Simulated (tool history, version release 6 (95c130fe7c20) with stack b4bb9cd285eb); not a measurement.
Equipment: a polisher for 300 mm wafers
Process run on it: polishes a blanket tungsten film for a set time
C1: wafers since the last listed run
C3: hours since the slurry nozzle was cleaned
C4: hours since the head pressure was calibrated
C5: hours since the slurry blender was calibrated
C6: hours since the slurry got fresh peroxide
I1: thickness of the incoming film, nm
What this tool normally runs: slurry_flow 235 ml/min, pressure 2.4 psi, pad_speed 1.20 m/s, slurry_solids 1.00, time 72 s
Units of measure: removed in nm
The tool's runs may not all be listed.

Run 1, day 0.000: usual settings but pad_speed 0.88 m/s; C1 0; wafers polished on this pad 1635; C3 402.8; C4 198.1; C5 81.0; C6 80.4; I1 1226.0. Result: removed 162.0 nm.
At day 0.354: worn pad replaced by a new one.
Run 2, day 0.550: usual settings but pad_speed 0.88 m/s; C1 126; wafers polished on this pad 64; C3 416.0; C4 211.3; C5 94.2; C6 93.6; I1 1254.2. Result: removed 170.9 nm.
Run 3, day 1.388: usual settings but pad_speed 0.88 m/s; C1 275; wafers polished on this pad 339; C3 436.1; C4 231.4; C5 114.3; C6 113.7; I1 1228.1. Result: removed 162.9 nm.
At day 2.442: slurry tank refilled with fresh slurry and peroxide.
Run 4, day 2.700: usual settings; C1 418; wafers polished on this pad 757; C3 467.6; C4 262.9; C5 145.8; C6 6.2; I1 1220.9. Result: removed 217.8 nm.
Run 5, day 4.888: usual settings; C1 719; wafers polished on this pad 1477; C3 520.1; C4 315.4; C5 198.3; C6 58.7; I1 1236.7. Result: removed 219.5 nm.
At day 5.650: worn pad replaced by a new one.
Run 6, day 5.879: usual settings but pad_speed 1.44 m/s; C1 271; wafers polished on this pad 75; C3 543.9; C4 339.2; C5 222.1; C6 82.5; I1 1250.6. Result: removed 247.5 nm.
At day 6.975: slurry tank refilled with fresh slurry and peroxide.
Run 7, day 7.346: usual settings but pad_speed 1.44 m/s; C1 468; wafers polished on this pad 543; C3 579.1; C4 374.4; C5 257.3; C6 8.9; I1 1219.5. Result: removed 238.1 nm.
Run 8, day 8.717: usual settings but pad_speed 1.44 m/s; C1 450; wafers polished on this pad 994; C3 612.0; C4 407.3; C5 290.2; C6 41.8; I1 1219.4. Result: removed 232.6 nm.
Run 9, day 9.267: usual settings; C1 180; wafers polished on this pad 1175; C3 625.2; C4 420.5; C5 303.4; C6 55.0; I1 1230.0. Result: removed 192.8 nm.
At day 9.479: slurry nozzle cleaned.
Run 10, day 9.846: usual settings; C1 176; wafers polished on this pad 1352; C3 8.8; C4 434.4; C5 317.3; C6 68.9; I1 1228.3. Result: removed 195.8 nm.
At day 10.300: worn pad replaced by a new one, repeated, since the last time left the tool worse.
Run 11, day 10.904: usual settings; C1 293; wafers polished on this pad 198; C3 34.2; C4 459.8; C5 342.7; C6 94.3; I1 1228.6. Result: removed 231.5 nm.
At day 11.000: head pressure recalibrated.
Run 12, day 11.712: usual settings but pressure 2.0 psi, slurry_solids 0.85; C1 238; wafers polished on this pad 437; C3 53.6; C4 17.1; C5 362.1; C6 113.7; I1 1234.8. Result: removed 183.7 nm.
Run 13, day 12.429: usual settings but slurry_flow 190 ml/min, pressure 1.8 psi, slurry_solids 1.20, time 64 s; C1 235; wafers polished on this pad 672; C3 70.8; C4 34.3; C5 379.3; C6 130.9; I1 1225.2. Result: removed 148.7 nm.
At day 12.675: slurry tank refilled with fresh slurry and peroxide.
Run 14, day 13.562: usual settings but pressure 2.0 psi; C1 359; wafers polished on this pad 1031; C3 98.0; C4 61.5; C5 406.5; C6 21.3; I1 1229.1. Result: removed 185.7 nm.
Run 15, day 14.600: usual settings but slurry_flow 165 ml/min, slurry_solids 1.25; C1 341; wafers polished on this pad 1373; C3 122.9; C4 86.4; C5 431.4; C6 46.2; I1 1223.7. Result: removed 217.3 nm.
Run 16, day 15.350: usual settings but slurry_flow 165 ml/min, pressure 2.7 psi, pad_speed 1.38 m/s, slurry_solids 1.30; C1 246; wafers polished on this pad 1620; C3 140.9; C4 104.4; C5 449.4; C6 64.2; I1 1202.8. Result: removed 284.4 nm.
At day 16.104: worn pad replaced by a new one.
At day 16.375: slurry blender recalibrated.
Run 17, day 16.512: usual settings but pressure 2.7 psi; C1 300; wafers polished on this pad 106; C3 168.8; C4 132.3; C5 3.3; C6 92.1; I1 1217.3. Result: removed 251.0 nm.
Run 18, day 17.450: usual settings but slurry_flow 170 ml/min, pressure 3.1 psi; C1 308; wafers polished on this pad 415; C3 191.3; C4 154.8; C5 25.8; C6 114.6; I1 1239.3. Result: removed 271.5 nm.
At day 18.300: slurry tank refilled with fresh slurry and peroxide.
Run 19, day 18.550: usual settings but pad_speed 1.54 m/s; C1 348; wafers polished on this pad 763; C3 217.7; C4 181.2; C5 52.2; C6 6.0; I1 1238.1. Result: removed 281.3 nm.
Run 20, day 19.679: usual settings; C1 371; wafers polished on this pad 1134; C3 244.8; C4 208.3; C5 79.3; C6 33.1; I1 1208.4. Result: removed 218.1 nm.
Run 21, day 20.650: usual settings but slurry_flow 160 ml/min, pad_speed 1.48 m/s, slurry_solids 1.25, time 53 s; C1 319; wafers polished on this pad 1454; C3 268.1; C4 231.6; C5 102.6; C6 56.4; I1 1202.7. Result: removed 196.6 nm.
At day 20.962: worn pad replaced by a new one.
Run 22, day 21.292: usual settings but slurry_flow 190 ml/min, slurry_solids 0.70; C1 156; wafers polished on this pad 108; C3 283.5; C4 247.0; C5 118.0; C6 71.8; I1 1206.6. Result: removed 207.4 nm.
Run 23, day 22.125: usual settings but pad_speed 1.44 m/s; C1 274; wafers polished on this pad 382; C3 303.5; C4 267.0; C5 138.0; C6 91.8; I1 1209.8. Result: removed 271.7 nm.
Run 24, day 22.867: usual settings but slurry_flow 160 ml/min, pressure 2.0 psi, time 60 s; C1 243; wafers polished on this pad 626; C3 321.3; C4 284.8; C5 155.8; C6 109.6; I1 1233.8. Result: removed 144.1 nm.
Run 25, day 23.812: usual settings; C1 311; wafers polished on this pad 937; C3 344.0; C4 307.5; C5 178.5; C6 132.3; I1 1221.1. Result: removed 220.5 nm.

Consider 5 possible next runs. They are alternatives, not a sequence: every one starts from the tool as it was left by run 25. What does each give?
Run A, day 23.829: usual settings; C1 5; wafers polished on this pad 943; C3 344.4; C4 307.9; C5 178.9; C6 132.7; I1 1209.4. Result: removed ?.
Run B, day 23.829: usual settings but slurry_flow 305 ml/min, pressure 2.0 psi, pad_speed 0.78 m/s; C1 5; wafers polished on this pad 943; C3 344.4; C4 307.9; C5 178.9; C6 132.7; I1 1209.4. Result: removed ?.
Run C, day 23.829: usual settings but slurry_flow 210 ml/min, time 95 s; C1 5; wafers polished on this pad 943; C3 344.4; C4 307.9; C5 178.9; C6 132.7; I1 1209.4. Result: removed ?.
Run D, day 23.829: usual settings but slurry_flow 300 ml/min; C1 5; wafers polished on this pad 943; C3 344.4; C4 307.9; C5 178.9; C6 132.7; I1 1209.4. Result: removed ?.
Run E, day 23.829: usual settings but pad_speed 1.44 m/s, time 58 s; C1 5; wafers polished on this pad 943; C3 344.4; C4 307.9; C5 178.9; C6 132.7; I1 1209.4. Result: removed ?.

run  removed
  A    216.2
  B    120.4
  C    281.1
  D    222.0
  E    209.0
Stripped of hidden state, with their random variation kept, the same runs would have yielded:
run  removed
  A    227.6
  B    126.8
  C    295.8
  D    233.6
  E    220.0
